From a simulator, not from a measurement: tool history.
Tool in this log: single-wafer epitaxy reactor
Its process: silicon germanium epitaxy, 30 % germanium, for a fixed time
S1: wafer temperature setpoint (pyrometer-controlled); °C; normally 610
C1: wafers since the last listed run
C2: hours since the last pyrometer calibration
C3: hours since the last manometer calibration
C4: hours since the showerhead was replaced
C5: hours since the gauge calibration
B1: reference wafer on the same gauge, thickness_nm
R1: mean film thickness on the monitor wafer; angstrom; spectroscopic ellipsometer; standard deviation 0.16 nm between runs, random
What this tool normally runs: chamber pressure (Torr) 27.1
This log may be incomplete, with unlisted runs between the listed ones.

{"run": 1, "hour": 0.0, "S1": 610, "chamber pressure (Torr)": 27.1, "C1": 0, "C2": 919.4, "C3": 1155.6, "C4": 6142.7, "C5": 820.7, "B1": 68.221, "R1": 681.42}
{"run": 2, "hour": 48.9, "S1": 610, "chamber pressure (Torr)": 27.1, "C1": 1472, "C2": 968.3, "C3": 1204.5, "C4": 6191.6, "C5": 869.6, "B1": 68.238, "R1": 676.4}
{"run": 3, "hour": 95.2, "S1": 610, "chamber pressure (Torr)": 27.1, "C1": 1394, "C2": 1014.6, "C3": 1250.8, "C4": 6237.9, "C5": 915.9, "B1": 68.248, "R1": 677.5}
{"run": 4, "hour": 132.1, "S1": 610, "chamber pressure (Torr)": 27.1, "C1": 1111, "C2": 1051.5, "C3": 1287.7, "C4": 6274.8, "C5": 952.8, "B1": 68.162, "R1": 677.58}
{"run": 5, "hour": 203.1, "S1": 619, "chamber pressure (Torr)": 27.1, "C1": 2138, "C2": 1122.5, "C3": 1358.7, "C4": 6345.8, "C5": 1023.8, "B1": 68.219, "R1": 797.97}
{"run": 6, "hour": 274.9, "S1": 619, "chamber pressure (Torr)": 27.1, "C1": 2162, "C2": 1194.3, "C3": 1430.5, "C4": 6417.6, "C5": 1095.6, "B1": 68.221, "R1": 794.54}
{"hour": 313.2, "done": "capacitance manometer re-zeroed and calibrated"}
{"run": 7, "hour": 329.4, "S1": 619, "chamber pressure (Torr)": 27.1, "C1": 1400, "C2": 1248.8, "C3": 16.2, "C4": 6472.1, "C5": 1150.1, "B1": 68.217, "R1": 806.07}
{"hour": 355.0, "done": "showerhead replaced"}
{"run": 8, "hour": 356.1, "S1": 610, "chamber pressure (Torr)": 23.1, "C1": 563, "C2": 1275.5, "C3": 42.9, "C4": 1.1, "C5": 1176.8, "B1": 68.186, "R1": 655.27}
{"run": 9, "hour": 385.0, "S1": 610, "chamber pressure (Torr)": 23.1, "C1": 870, "C2": 1304.4, "C3": 71.8, "C4": 30, "C5": 1205.7, "B1": 68.126, "R1": 654.97}
{"run": 10, "hour": 421.9, "S1": 610, "chamber pressure (Torr)": 23.1, "C1": 1111, "C2": 1341.3, "C3": 108.7, "C4": 66.9, "C5": 1242.6, "B1": 68.19, "R1": 654.93}
{"run": 11, "hour": 453.2, "S1": 610, "chamber pressure (Torr)": 27.1, "C1": 942, "C2": 1372.6, "C3": 140, "C4": 98.2, "C5": 1273.9, "B1": 68.191, "R1": 682.14}
{"run": 12, "hour": 496.6, "S1": 610, "chamber pressure (Torr)": 27.1, "C1": 1307, "C2": 1416, "C3": 183.4, "C4": 141.6, "C5": 1317.3, "B1": 68.206, "R1": 681.31}
{"run": 13, "hour": 545.7, "S1": 604, "chamber pressure (Torr)": 23.2, "C1": 1478, "C2": 1465.1, "C3": 232.5, "C4": 190.7, "C5": 1366.4, "B1": 68.235, "R1": 587.75}
{"run": 14, "hour": 575.6, "S1": 604, "chamber pressure (Torr)": 23.2, "C1": 900, "C2": 1495, "C3": 262.4, "C4": 220.6, "C5": 1396.3, "B1": 68.248, "R1": 587.38}
{"run": 15, "hour": 614.1, "S1": 604, "chamber pressure (Torr)": 23.2, "C1": 1159, "C2": 1533.5, "C3": 300.9, "C4": 259.1, "C5": 1434.8, "B1": 68.196, "R1": 586.89}
{"run": 16, "hour": 660.3, "S1": 610, "chamber pressure (Torr)": 32.8, "C1": 1391, "C2": 1579.7, "C3": 347.1, "C4": 305.3, "C5": 1481, "B1": 68.184, "R1": 716.99}
{"run": 17, "hour": 703.0, "S1": 596, "chamber pressure (Torr)": 30.6, "C1": 1286, "C2": 1622.4, "C3": 389.8, "C4": 348, "C5": 1523.7, "B1": 68.168, "R1": 543.78}
{"run": 18, "hour": 743.3, "S1": 619, "chamber pressure (Torr)": 29.2, "C1": 1213, "C2": 1662.7, "C3": 430.1, "C4": 388.3, "C5": 1564, "B1": 68.223, "R1": 818.64}
{"run": 19, "hour": 774.1, "S1": 617, "chamber pressure (Torr)": 30.5, "C1": 927, "C2": 1693.5, "C3": 460.9, "C4": 419.1, "C5": 1594.8, "B1": 68.17, "R1": 799.4}
{"run": 20, "hour": 802.9, "S1": 624, "chamber pressure (Torr)": 30.1, "C1": 867, "C2": 1722.3, "C3": 489.7, "C4": 447.9, "C5": 1623.6, "B1": 68.193, "R1": 895.94}
{"run": 21, "hour": 864.5, "S1": 599, "chamber pressure (Torr)": 29.2, "C1": 1855, "C2": 1783.9, "C3": 551.3, "C4": 509.5, "C5": 1685.2, "B1": 68.235, "R1": 567.93}
{"run": 22, "hour": 925.6, "S1": 614, "chamber pressure (Torr)": 22.6, "C1": 1840, "C2": 1845, "C3": 612.4, "C4": 570.6, "C5": 1746.3, "B1": 68.204, "R1": 696.26}
{"hour": 970.9, "done": "gauge calibrated"}
{"run": 23, "hour": 974.0, "S1": 610, "chamber pressure (Torr)": 27.1, "C1": 1457, "C2": 1893.4, "C3": 660.8, "C4": 619, "C5": 3.1, "B1": 68.228, "R1": 679.4}
{"run": 24, "hour": 1044.8, "S1": 610, "chamber pressure (Torr)": 27.1, "C1": 2132, "C2": 1964.2, "C3": 731.6, "C4": 689.8, "C5": 73.9, "B1": 68.179, "R1": 677.75}
{"run": 25, "hour": 1097.0, "S1": 610, "chamber pressure (Torr)": 23.6, "C1": 1572, "C2": 2016.4, "C3": 783.8, "C4": 742, "C5": 126.1, "B1": 68.161, "R1": 655.68}
{"hour": 1117.9, "done": "pyrometer calibrated"}
{"run": 26, "hour": 1141.4, "S1": 597, "chamber pressure (Torr)": 21.5, "C1": 1096, "C2": 23.5, "C3": 828.2, "C4": 786.4, "C5": 170.5, "B1": 68.142, "R1": 512.57}
{"run": 27, "hour": 1211.8, "S1": 610, "chamber pressure (Torr)": 27.1, "C1": 2120, "C2": 93.9, "C3": 898.6, "C4": 856.8, "C5": 240.9, "B1": 68.266, "R1": 689.61}
{"run": 28, "hour": 1241.2, "S1": 599, "chamber pressure (Torr)": 25.4, "C1": 885, "C2": 123.3, "C3": 928, "C4": 886.2, "C5": 270.3, "B1": 68.186, "R1": 552.86}
{"run": 29, "hour": 1308.6, "S1": 625, "chamber pressure (Torr)": 21.9, "C1": 2030, "C2": 190.7, "C3": 995.4, "C4": 953.6, "C5": 337.7, "B1": 68.177, "R1": 849.24}
{"run": 30, "hour": 1379.7, "S1": 603, "chamber pressure (Torr)": 27.1, "C1": 2141, "C2": 261.8, "C3": 1066.5, "C4": 1024.7, "C5": 408.8, "B1": 68.122, "R1": 604.09}
{"run": 31, "hour": 1441.1, "S1": 596, "chamber pressure (Torr)": 31.7, "C1": 1849, "C2": 323.2, "C3": 1127.9, "C4": 1086.1, "C5": 470.2, "B1": 68.115, "R1": 552.58}
{"run": 32, "hour": 1511.5, "S1": 614, "chamber pressure (Torr)": 32.9, "C1": 2120, "C2": 393.6, "C3": 1198.3, "C4": 1156.5, "C5": 540.6, "B1": 68.193, "R1": 776.41}
{"run": 33, "hour": 1582.9, "S1": 610, "chamber pressure (Torr)": 27.1, "C1": 2150, "C2": 465, "C3": 1269.7, "C4": 1227.9, "C5": 612, "B1": 68.145, "R1": 680.93}
{"run": 34, "hour": 1683.4, "S1": 621, "chamber pressure (Torr)": 23.3, "C1": 3027, "C2": 565.5, "C3": 1370.2, "C4": 1328.4, "C5": 712.5, "B1": 68.146, "R1": 797}
{"run": 35, "hour": 1726.7, "S1": 601, "chamber pressure (Torr)": 27.1, "C1": 1304, "C2": 608.8, "C3": 1413.5, "C4": 1371.7, "C5": 755.8, "B1": 68.151, "R1": 578.38}

4 ways to go on from here, each from the tool as it stands after run 35. What would each give?
{"run": "A", "hour": 1727.1, "S1": 620, "chamber pressure (Torr)": 27.1, "C1": 12, "C2": 609.2, "C3": 1413.9, "C4": 1372.1, "C5": 756.2, "B1": "?", "R1": "?"}
{"run": "B", "hour": 1727.1, "S1": 614, "chamber pressure (Torr)": 33.1, "C1": 12, "C2": 609.2, "C3": 1413.9, "C4": 1372.1, "C5": 756.2, "B1": "?", "R1": "?"}
{"run": "C", "hour": 1727.1, "S1": 600, "chamber pressure (Torr)": 29.3, "C1": 12, "C2": 609.2, "C3": 1413.9, "C4": 1372.1, "C5": 756.2, "B1": "?", "R1": "?"}
{"run": "D", "hour": 1727.1, "S1": 595, "chamber pressure (Torr)": 33.7, "C1": 12, "C2": 609.2, "C3": 1413.9, "C4": 1372.1, "C5": 756.2, "B1": "?", "R1": "?"}

run=A B1=68.207 R1=813.24
run=B B1=68.207 R1=772.13
run=C B1=68.207 R1=578.76
run=D B1=68.207 R1=548.31
What these runs would have given with no unlogged condition in the tool:
run=A R1=828.9
run=B R1=787.07
run=C R1=590.1
run=D R1=559.1
